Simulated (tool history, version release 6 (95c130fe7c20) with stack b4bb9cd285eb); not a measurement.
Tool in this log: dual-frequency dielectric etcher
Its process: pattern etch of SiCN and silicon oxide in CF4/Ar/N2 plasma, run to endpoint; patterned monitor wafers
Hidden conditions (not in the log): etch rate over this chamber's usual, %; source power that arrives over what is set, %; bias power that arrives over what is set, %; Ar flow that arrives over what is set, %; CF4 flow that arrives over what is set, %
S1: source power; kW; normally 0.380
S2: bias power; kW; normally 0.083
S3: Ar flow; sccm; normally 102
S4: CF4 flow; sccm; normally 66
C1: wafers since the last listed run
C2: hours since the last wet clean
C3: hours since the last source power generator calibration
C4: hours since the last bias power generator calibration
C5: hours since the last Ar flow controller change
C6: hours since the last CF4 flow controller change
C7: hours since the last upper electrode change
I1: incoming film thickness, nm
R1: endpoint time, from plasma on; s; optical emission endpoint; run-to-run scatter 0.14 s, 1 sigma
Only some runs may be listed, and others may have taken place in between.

run 1 hour=0.0 | S1=0.380 S2=0.083 S3=102 S4=66 | C1=0 C2=42.0 C3=2420.6 C4=2942.2 C5=723.5 C6=2074.2 C7=73.5 | I1=16.46 | R1=18.7
run 2 hour=68.8 | S1=0.380 S2=0.083 S3=102 S4=66 | C1=1071 C2=110.8 C3=2489.4 C4=3011.0 C5=792.3 C6=2143.0 C7=142.3 | I1=16.67 | R1=19.0
run 3 hour=170.4 | S1=0.450 S2=0.099 S3=102 S4=66 | C1=1581 C2=212.4 C3=2591.0 C4=3112.6 C5=893.9 C6=2244.6 C7=243.9 | I1=16.73 | R1=14.7
run 4 hour=251.8 | S1=0.380 S2=0.075 S3=102 S4=58 | C1=1267 C2=293.8 C3=2672.4 C4=3194.0 C5=975.3 C6=2326.0 C7=325.3 | I1=16.56 | R1=20.1
run 5 hour=325.0 | S1=0.380 S2=0.083 S3=102 S4=62 | C1=1139 C2=367.0 C3=2745.6 C4=3267.2 C5=1048.5 C6=2399.2 C7=398.5 | I1=16.43 | R1=18.8
-- hour=366.9 bias power generator calibrated
run 6 hour=378.5 | S1=0.380 S2=0.083 S3=102 S4=66 | C1=770 C2=420.5 C3=2799.1 C4=11.6 C5=1102.0 C6=2452.7 C7=452.0 | I1=16.49 | R1=18.6
-- hour=419.1 CF4 flow controller replaced
run 7 hour=421.1 | S1=0.380 S2=0.094 S3=102 S4=66 | C1=569 C2=463.1 C3=2841.7 C4=54.2 C5=1144.6 C6=2.0 C7=494.6 | I1=16.43 | R1=17.6
run 8 hour=495.5 | S1=0.380 S2=0.083 S3=102 S4=66 | C1=1158 C2=537.5 C3=2916.1 C4=128.6 C5=1219.0 C6=76.4 C7=569.0 | I1=16.40 | R1=18.5
run 9 hour=551.0 | S1=0.380 S2=0.083 S3=102 S4=66 | C1=863 C2=593.0 C3=2971.6 C4=184.1 C5=1274.5 C6=131.9 C7=624.5 | I1=16.42 | R1=18.4
-- hour=619.6 source power generator calibrated
run 10 hour=655.5 | S1=0.480 S2=0.065 S3=83 S4=77 | C1=1564 C2=697.5 C3=35.9 C4=288.6 C5=1379.0 C6=236.4 C7=729.0 | I1=16.50 | R1=16.0
-- hour=698.7 wet clean of the chamber
run 11 hour=726.3 | S1=0.380 S2=0.098 S3=84 S4=66 | C1=728 C2=27.6 C3=106.7 C4=359.4 C5=1449.8 C6=307.2 C7=799.8 | I1=16.57 | R1=18.0
run 12 hour=845.2 | S1=0.380 S2=0.083 S3=102 S4=77 | C1=1850 C2=146.5 C3=225.6 C4=478.3 C5=1568.7 C6=426.1 C7=918.7 | I1=16.45 | R1=19.2
run 13 hour=937.0 | S1=0.380 S2=0.083 S3=102 S4=50 | C1=1429 C2=238.3 C3=317.4 C4=570.1 C5=1660.5 C6=517.9 C7=1010.5 | I1=16.46 | R1=20.4
run 14 hour=1006.5 | S1=0.480 S2=0.083 S3=102 S4=66 | C1=1081 C2=307.8 C3=386.9 C4=639.6 C5=1730.0 C6=587.4 C7=1080.0 | I1=16.29 | R1=15.1
run 15 hour=1242.2 | S1=0.380 S2=0.083 S3=102 S4=66 | C1=3669 C2=543.5 C3=622.6 C4=875.3 C5=1965.7 C6=823.1 C7=1315.7 | I1=16.58 | R1=19.6
run 16 hour=1331.8 | S1=0.350 S2=0.102 S3=102 S4=56 | C1=1394 C2=633.1 C3=712.2 C4=964.9 C5=2055.3 C6=912.7 C7=1405.3 | I1=16.48 | R1=20.4
run 17 hour=1385.1 | S1=0.380 S2=0.083 S3=102 S4=66 | C1=829 C2=686.4 C3=765.5 C4=1018.2 C5=2108.6 C6=966.0 C7=1458.6 | I1=16.59 | R1=19.7
-- hour=1501.5 wet clean of the chamber
run 18 hour=1502.0 | S1=0.380 S2=0.083 S3=102 S4=66 | C1=1446 C2=0.5 C3=882.4 C4=1135.1 C5=2225.5 C6=1082.9 C7=1575.5 | I1=16.48 | R1=19.4
run 19 hour=1541.6 | S1=0.330 S2=0.065 S3=102 S4=66 | C1=616 C2=40.1 C3=922.0 C4=1174.7 C5=2265.1 C6=1122.5 C7=1615.1 | I1=16.48 | R1=25.4
run 20 hour=1624.6 | S1=0.290 S2=0.083 S3=102 S4=66 | C1=1292 C2=123.1 C3=1005.0 C4=1257.7 C5=2348.1 C6=1205.5 C7=1698.1 | I1=16.58 | R1=26.9
run 21 hour=1660.9 | S1=0.380 S2=0.083 S3=126 S4=66 | C1=565 C2=159.4 C3=1041.3 C4=1294.0 C5=2384.4 C6=1241.8 C7=1734.4 | I1=16.47 | R1=19.9
-- hour=1717.3 Ar flow controller replaced
run 22 hour=1719.0 | S1=0.470 S2=0.089 S3=123 S4=66 | C1=811 C2=217.5 C3=1099.4 C4=1352.1 C5=1.7 C6=1299.9 C7=1792.5 | I1=16.48 | R1=15.3
run 23 hour=1770.4 | S1=0.460 S2=0.068 S3=102 S4=66 | C1=800 C2=268.9 C3=1150.8 C4=1403.5 C5=53.1 C6=1351.3 C7=1843.9 | I1=16.45 | R1=17.0

The next listed run, before its measurement:
run 24 hour=1822.1 | S1=0.380 S2=0.083 S3=102 S4=66 | C1=804 C2=320.6 C3=1202.5 C4=1455.2 C5=104.8 C6=1403.0 C7=1895.6 | I1=16.68 | R1=?

Run 24 gave R1 19.7 s.
If the tool had no hidden condition, the same run with the same run-to-run variation would have returned R1 19.9 s.
